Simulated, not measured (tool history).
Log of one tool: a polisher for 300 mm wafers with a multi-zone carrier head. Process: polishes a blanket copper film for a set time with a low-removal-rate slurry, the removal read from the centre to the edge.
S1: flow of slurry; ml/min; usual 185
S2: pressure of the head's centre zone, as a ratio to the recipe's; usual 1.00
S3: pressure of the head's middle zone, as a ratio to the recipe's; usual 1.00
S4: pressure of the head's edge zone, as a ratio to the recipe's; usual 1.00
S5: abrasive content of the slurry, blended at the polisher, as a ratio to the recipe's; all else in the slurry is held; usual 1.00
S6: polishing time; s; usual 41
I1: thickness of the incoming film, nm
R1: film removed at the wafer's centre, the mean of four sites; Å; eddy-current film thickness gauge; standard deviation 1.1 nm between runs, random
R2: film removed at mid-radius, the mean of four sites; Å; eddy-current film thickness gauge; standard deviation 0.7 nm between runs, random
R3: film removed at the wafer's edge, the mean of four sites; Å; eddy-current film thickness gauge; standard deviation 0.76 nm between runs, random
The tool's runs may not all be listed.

run 1 hour=0.0 | S1=185 S2=1.00 S3=1.00 S4=1.03 S5=1.00 S6=41 | I1=1054.8 | R1=791 R2=799 R3=830
run 2 hour=74.4 | S1=185 S2=0.94 S3=0.89 S4=1.00 S5=0.70 S6=41 | I1=1041.7 | R1=703 R2=625 R3=718
run 3 hour=118.1 | S1=185 S2=1.00 S3=1.03 S4=1.00 S5=1.00 S6=41 | I1=1043.6 | R1=811 R2=794 R3=801
run 4 hour=214.2 | S1=185 S2=1.00 S3=1.00 S4=1.00 S5=1.00 S6=41 | I1=1045.8 | R1=779 R2=774 R3=797
run 5 hour=287.7 | S1=185 S2=1.12 S3=1.00 S4=1.00 S5=1.00 S6=41 | I1=1043.0 | R1=807 R2=770 R3=776
run 6 hour=329.0 | S1=185 S2=1.00 S3=1.00 S4=1.06 S5=1.00 S6=41 | I1=1059.5 | R1=787 R2=765 R3=790
run 7 hour=369.6 | S1=215 S2=1.00 S3=1.12 S4=1.00 S5=1.00 S6=48 | I1=1048.5 | R1=951 R2=1030 R3=900
run 8 hour=421.1 | S1=150 S2=1.09 S3=0.95 S4=1.00 S5=0.75 S6=41 | I1=1046.1 | R1=698 R2=635 R3=671
run 9 hour=460.5 | S1=185 S2=1.00 S3=1.00 S4=1.00 S5=1.00 S6=41 | I1=1024.4 | R1=755 R2=750 R3=769
run 10 hour=510.2 | S1=185 S2=1.00 S3=1.00 S4=1.00 S5=1.00 S6=41 | I1=1034.2 | R1=759 R2=749 R3=760
run 11 hour=593.4 | S1=185 S2=1.00 S3=1.00 S4=1.00 S5=1.00 S6=41 | I1=1035.5 | R1=739 R2=723 R3=742
run 12 hour=690.4 | S1=160 S2=1.06 S3=1.05 S4=1.00 S5=0.80 S6=41 | I1=1040.1 | R1=746 R2=758 R3=715
run 13 hour=741.5 | S1=185 S2=1.00 S3=1.00 S4=1.00 S5=1.00 S6=41 | I1=1048.6 | R1=809 R2=780 R3=801
run 14 hour=816.4 | S1=185 S2=1.00 S3=1.00 S4=1.00 S5=1.00 S6=41 | I1=1038.8 | R1=797 R2=783 R3=793
run 15 hour=883.0 | S1=185 S2=1.00 S3=1.00 S4=1.00 S5=1.00 S6=35 | I1=1041.2 | R1=684 R2=676 R3=663
run 16 hour=1155.6 | S1=185 S2=1.00 S3=1.00 S4=1.00 S5=1.00 S6=41 | I1=1016.8 | R1=769 R2=760 R3=763
run 17 hour=1250.1 | S1=210 S2=1.00 S3=1.04 S4=1.08 S5=0.80 S6=41 | I1=1040.4 | R1=761 R2=782 R3=803
run 18 hour=1291.9 | S1=135 S2=1.07 S3=1.00 S4=1.06 S5=1.00 S6=41 | I1=1041.9 | R1=786 R2=729 R3=791
run 19 hour=1334.3 | S1=185 S2=1.00 S3=1.00 S4=1.00 S5=1.00 S6=41 | I1=1049.0 | R1=810 R2=793 R3=805
run 20 hour=1375.1 | S1=235 S2=1.00 S3=1.00 S4=1.00 S5=1.30 S6=41 | I1=1038.3 | R1=894 R2=880 R3=893
run 21 hour=1428.0 | S1=185 S2=1.00 S3=1.00 S4=1.09 S5=1.00 S6=41 | I1=1037.9 | R1=804 R2=798 R3=841
run 22 hour=1505.5 | S1=185 S2=1.00 S3=1.00 S4=1.00 S5=1.00 S6=41 | I1=1035.5 | R1=815 R2=775 R3=794

Not shown here: 9 entries made in the log between runs. Locate each between two listed runs and compare the hidden state at the listed run before it with the hidden state at the listed run after it:
Logged between run 2 and run 3: slurry nozzle cleaned (hour 111.2)
  removal rate lost through wear of the pad, %: 0.645 -> 0.89
  measured result minus the result with no hidden state, R1: -5 -> -8 Å; R2: -4 -> -7 Å; R3: -4 -> -7 Å
Logged between run 10 and run 11: centre zone pressure recalibrated (hour 534.2)
  removal rate lost through wear of the pad, %: 5.66 -> 7.27
  measured result minus the result with no hidden state, R1: -45 -> -58 Å; R2: -45 -> -57 Å; R3: -46 -> -58 Å
Logged between run 11 and run 12: worn pad replaced by a new one (hour 616.4); edge zone pressure recalibrated (hour 635.3)
  removal rate lost through wear of the pad, %: 7.27 -> 0.0918
  measured result minus the result with no hidden state, R1: -58 -> +0 Å; R2: -57 -> -1 Å; R3: -58 -> -1 Å
Logged between run 13 and run 14: slurry nozzle cleaned (hour 746.6)
  removal rate lost through wear of the pad, %: 0.245 -> 0.611
  measured result minus the result with no hidden state, R1: -2 -> -5 Å; R2: -1 -> -4 Å; R3: -2 -> -5 Å
Logged between run 16 and run 17: worn pad replaced by a new one (hour 1216.4); edge zone pressure recalibrated (hour 1226.5)
  removal rate lost through wear of the pad, %: 4.38 -> 0.109
  measured result minus the result with no hidden state, R1: -35 -> +0 Å; R2: -34 -> -1 Å; R3: -35 -> -1 Å
Logged between run 21 and run 22: carrier head's membrane replaced by a new one (hour 1458.9); slurry nozzle cleaned (hour 1461.0)
  removal rate lost through wear of the pad, %: 0.765 -> 1.35
  measured result minus the result with no hidden state, R1: -6 -> -11 Å; R2: -6 -> -10 Å; R3: -6 -> -11 Å
